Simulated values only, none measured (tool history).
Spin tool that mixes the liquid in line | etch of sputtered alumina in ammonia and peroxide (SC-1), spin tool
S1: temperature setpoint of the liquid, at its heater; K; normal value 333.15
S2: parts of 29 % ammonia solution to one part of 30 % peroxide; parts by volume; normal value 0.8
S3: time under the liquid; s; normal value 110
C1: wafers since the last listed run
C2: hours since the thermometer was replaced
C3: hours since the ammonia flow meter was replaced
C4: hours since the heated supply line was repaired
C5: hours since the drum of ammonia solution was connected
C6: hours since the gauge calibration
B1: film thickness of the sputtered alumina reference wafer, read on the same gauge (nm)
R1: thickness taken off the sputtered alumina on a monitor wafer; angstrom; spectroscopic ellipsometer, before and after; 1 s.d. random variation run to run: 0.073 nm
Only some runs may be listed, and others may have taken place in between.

run	hour	S1	S2	S3	C1	C2	C3	C4	C5	C6	B1	R1
1	0	333.15	0.8	110	0	1870.6	1884.9	212.2	464.5	2255.4	123.06	191.8
# hour 87.3: new drum of ammonia solution connected
2	135.5	333.15	0.8	110	1221	2006.1	2020.4	347.7	48.2	2390.9	123.25	192.1
3	181.4	333.15	0.8	110	416	2052	2066.3	393.6	94.1	2436.8	123.33	191.2
# hour 193.2: ammonia flow meter replaced
4	249.1	333.15	0.8	110	605	2119.7	55.9	461.3	161.8	2504.5	123.43	193
5	311.6	333.15	1.15	110	567	2182.2	118.4	523.8	224.3	2567	123.55	197.4
6	413.1	339.65	0.8	110	921	2283.7	219.9	625.3	325.8	2668.5	123.68	268.1
7	445.7	333.15	0.8	110	296	2316.3	252.5	657.9	358.4	2701.1	123.74	192.8
# hour 468.9: gauge calibrated
8	499.5	333.15	0.8	65	488	2370.1	306.3	711.7	412.2	30.6	119.83	109.7
9	563.6	336.15	0.8	110	582	2434.2	370.4	775.8	476.3	94.7	119.93	215.6
10	613.6	333.15	0.55	145	454	2484.2	420.4	825.8	526.3	144.7	120.02	236.5
# hour 621.4: thermometer replaced
# hour 636.8: new drum of ammonia solution connected
11	671.7	329.15	0.8	110	509	50.3	478.5	883.9	34.9	202.8	120.09	152.7
12	723.7	333.15	0.8	110	472	102.3	530.5	935.9	86.9	254.8	120.16	186.3
13	755.8	337.65	0.55	70	291	134.4	562.6	968	119	286.9	120.22	143.4
14	799.6	333.15	0.8	110	397	178.2	606.4	1011.8	162.8	330.7	120.29	186
15	834.1	333.15	0.8	110	313	212.7	640.9	1046.3	197.3	365.2	120.33	187.3
16	870.9	341.15	0.7	110	334	249.5	677.7	1083.1	234.1	402	120.39	274.3
17	923.6	326.65	0.8	130	478	302.2	730.4	1135.8	286.8	454.7	120.47	157
18	979.6	325.15	1.05	75	508	358.2	786.4	1191.8	342.8	510.7	120.57	85.8
19	1152.7	338.15	0.5	155	1572	531.3	959.5	1364.9	515.9	683.8	120.79	328
# hour 1171.6: new drum of ammonia solution connected
# hour 1209.5: heated supply line repaired
20	1210	335.65	0.6	60	502	588.6	1016.8	0.5	38.4	741.1	120.89	112.5
21	1269.5	333.15	0.8	110	540	648.1	1076.3	60	97.9	800.6	120.97	188.3
22	1329.8	333.15	0.8	110	547	708.4	1136.6	120.3	158.2	860.9	121.08	187.3
23	1378.6	333.15	1.2	160	443	757.2	1185.4	169.1	207	909.7	121.16	284.3
24	1445	333.15	0.8	135	603	823.6	1251.8	235.5	273.4	976.1	121.26	232.4

How would selected steps in R1 from run to run divide? Give the signed amount a tool lacking its hidden state would still show from settings, what came in and random variation, and the signed amount left for the hidden state, including any gauge scatter that is not in both of the compared results.
What the log doesn't record here: liquid colder than its thermometer reads (K); ammonia flow above the setpoint (%); temperature lost on the way to the wafer (K); ammonia solution weaker than its label (%); gauge reads high (%).
Run 5 -> 6: S1 333.15 -> 339.65, S2 1.15 -> 0.8. R1 +70.7 angstrom: hidden state +2.3, all else +68.4.
Run 7 -> 8: S3 110 -> 65, gauge calibrated. R1 -83.1 angstrom: hidden state -6, all else -77.1.
Run 18 -> 19: S1 325.15 -> 338.15, S2 1.05 -> 0.5, S3 75 -> 155. R1 +242.2 angstrom: hidden state +1.8, all else +240.4.
Run 19 -> 20: S1 338.15 -> 335.65, S2 0.5 -> 0.6, S3 155 -> 60, new drum of ammonia solution connected, heated supply line repaired. R1 -215.5 angstrom: hidden state -1.3, all else -214.2.

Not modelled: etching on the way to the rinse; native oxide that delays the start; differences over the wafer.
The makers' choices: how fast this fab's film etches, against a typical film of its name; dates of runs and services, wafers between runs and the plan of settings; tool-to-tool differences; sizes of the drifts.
